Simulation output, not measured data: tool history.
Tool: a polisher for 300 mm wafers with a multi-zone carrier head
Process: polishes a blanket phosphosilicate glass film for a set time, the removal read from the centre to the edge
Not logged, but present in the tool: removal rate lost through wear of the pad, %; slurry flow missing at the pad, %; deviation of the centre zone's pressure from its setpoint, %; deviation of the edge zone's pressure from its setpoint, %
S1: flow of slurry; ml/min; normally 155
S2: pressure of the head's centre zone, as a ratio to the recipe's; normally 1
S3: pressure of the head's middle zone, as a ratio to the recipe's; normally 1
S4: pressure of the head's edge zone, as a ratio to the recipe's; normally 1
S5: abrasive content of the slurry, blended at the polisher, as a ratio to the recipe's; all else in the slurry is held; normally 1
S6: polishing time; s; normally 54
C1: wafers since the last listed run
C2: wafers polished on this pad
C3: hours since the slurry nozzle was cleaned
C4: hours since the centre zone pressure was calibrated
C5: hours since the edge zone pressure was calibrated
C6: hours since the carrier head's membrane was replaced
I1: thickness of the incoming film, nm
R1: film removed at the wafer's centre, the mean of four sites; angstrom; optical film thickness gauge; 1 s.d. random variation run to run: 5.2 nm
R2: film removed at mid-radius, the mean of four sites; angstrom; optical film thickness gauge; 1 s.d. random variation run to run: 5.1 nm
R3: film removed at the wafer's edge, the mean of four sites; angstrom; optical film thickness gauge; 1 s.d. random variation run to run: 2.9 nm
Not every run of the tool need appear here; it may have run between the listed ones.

run   hour   S1    S2    S3    S4    S5  S6   C1    C2     C3      C4      C5      C6      I1    R1    R2    R3
  1      0  155     1     1     1     1  54    0  1288   23.5   748.2  1045.2  1077.3  4327.6  4577  4370  4336
  2   71.8  155     1     1     1     1  54  962  2250   95.3     820    1117  1149.1  4456.3  4617  4424  4357
  3  106.7  155     1     1     1     1  54  467  2718  130.2   854.9  1151.9    1184  4385.6  4657  4381  4380
     144.5  -- worn pad replaced by a new one
  4  174.4  155  1.05     1  1.03     1  54  853   400  197.9   922.6  1219.6  1251.7  4387.6  4979  4221  4410
  5  223.6  155  1.05     1  1.03     1  54  659  1059  247.1   971.8  1268.8  1300.9  4332.6  5097  4367  4465
  6  263.5  155     1     1     1     1  54  534  1594    287  1011.7  1308.7  1340.8  4333.5  4873  4387  4345
     324.8  -- carrier head's membrane replaced by a new one
  7  331.6  155     1     1     1     1  54  845  2440  355.1  1079.8  1376.8     6.8    4426  4993  4272  4385
     350.8  -- centre zone pressure recalibrated
  8  385.8  155     1  1.08     1     1  54  699  3139  409.3      35    1431      61  4466.6  4391  4533  4412
     398.8  -- worn pad replaced by a new one
     405.4  -- edge zone pressure recalibrated
       415  -- slurry nozzle cleaned
  9  438.5  155     1  0.96     1     1  54  612   492   23.5    87.7    33.1   113.7  4470.4  4293  4327  4363
 10  494.8  155  1.04     1     1   0.9  54  754  1246   79.8     144    89.4     170    4389  4328  4082  4177
 11  532.1  155  0.96     1     1     1  54  499  1746  117.1   181.3   126.7   207.3  4384.9  4267  4366  4311
 12    593  155  1.05     1  1.03     1  54  816  2562    178   242.2   187.6   268.2  4463.2  4566  4367  4496
 13  624.7  155     1  0.89     1     1  54  424  2987  209.7   273.9   219.3   299.9  4359.8  4381  3969  4341
     667.3  -- worn pad replaced by a new one
 14  687.1  155     1  0.95     1   1.3  54  782   265  272.1   336.3   281.7   362.3    4401  4847  4679  4891
 15  738.9  155  1.06  0.95  1.04     1  71  694   960  323.9   388.1   333.5   414.1  4450.8  6105  5415  5800
 16    768  155  0.94     1  0.89  0.85  44  389  1350    353   417.2   362.6   443.2  4352.4  3091  3225  3074
 17  830.8  155     1     1     1     1  45  841  2191  415.8     480   425.4     506  4416.7  3779  3550  3653
 18  856.6  155     1     1     1     1  54  345  2537  441.6   505.8   451.2   531.8  4418.1  4449  4373  4337
 19  881.6  155     1     1     1     1  54  335  2872  466.6   530.8   476.2   556.8  4390.2  4481  4379  4405
     902.5  -- worn pad replaced by a new one
     936.1  -- slurry nozzle cleaned
 20  937.8  155     1     1     1     1  54  686   459    1.7     587   532.4     613  4365.3  4559  4355  4347
 21  980.9  155  1.06     1     1     1  54  577  1037   44.8   630.1   575.5   656.1  4332.9  4841  4283  4403

Each row is a separate what-if for the run after 21, all from the same tool condition, not one after another. Results?
  A  981.3  155     1     1  0.93   1  54   5  1042  45.2  630.5  575.9  656.5  4364.2   ?   ?   ?
  B  981.3  155     1  0.89  0.88   1  54   5  1042  45.2  630.5  575.9  656.5  4364.2   ?   ?   ?
  C  981.3  170     1     1  0.88   1  54   5  1042  45.2  630.5  575.9  656.5  4364.2   ?   ?   ?
  D  981.3  155  0.89     1     1   1  54   5  1042  45.2  630.5  575.9  656.5  4364.2   ?   ?   ?

run    R1    R2    R3
  A  4510  4234  4226
  B  4506  3870  4126
  C  4562  4278  4151
  D  4020  4236  4375
With the hidden condition removed and each run's random variation left untouched, the same runs would have given:
run    R1    R2    R3
  A  4306  4235  4226
  B  4303  3871  4126
  C  4355  4279  4151
  D  3836  4237  4375

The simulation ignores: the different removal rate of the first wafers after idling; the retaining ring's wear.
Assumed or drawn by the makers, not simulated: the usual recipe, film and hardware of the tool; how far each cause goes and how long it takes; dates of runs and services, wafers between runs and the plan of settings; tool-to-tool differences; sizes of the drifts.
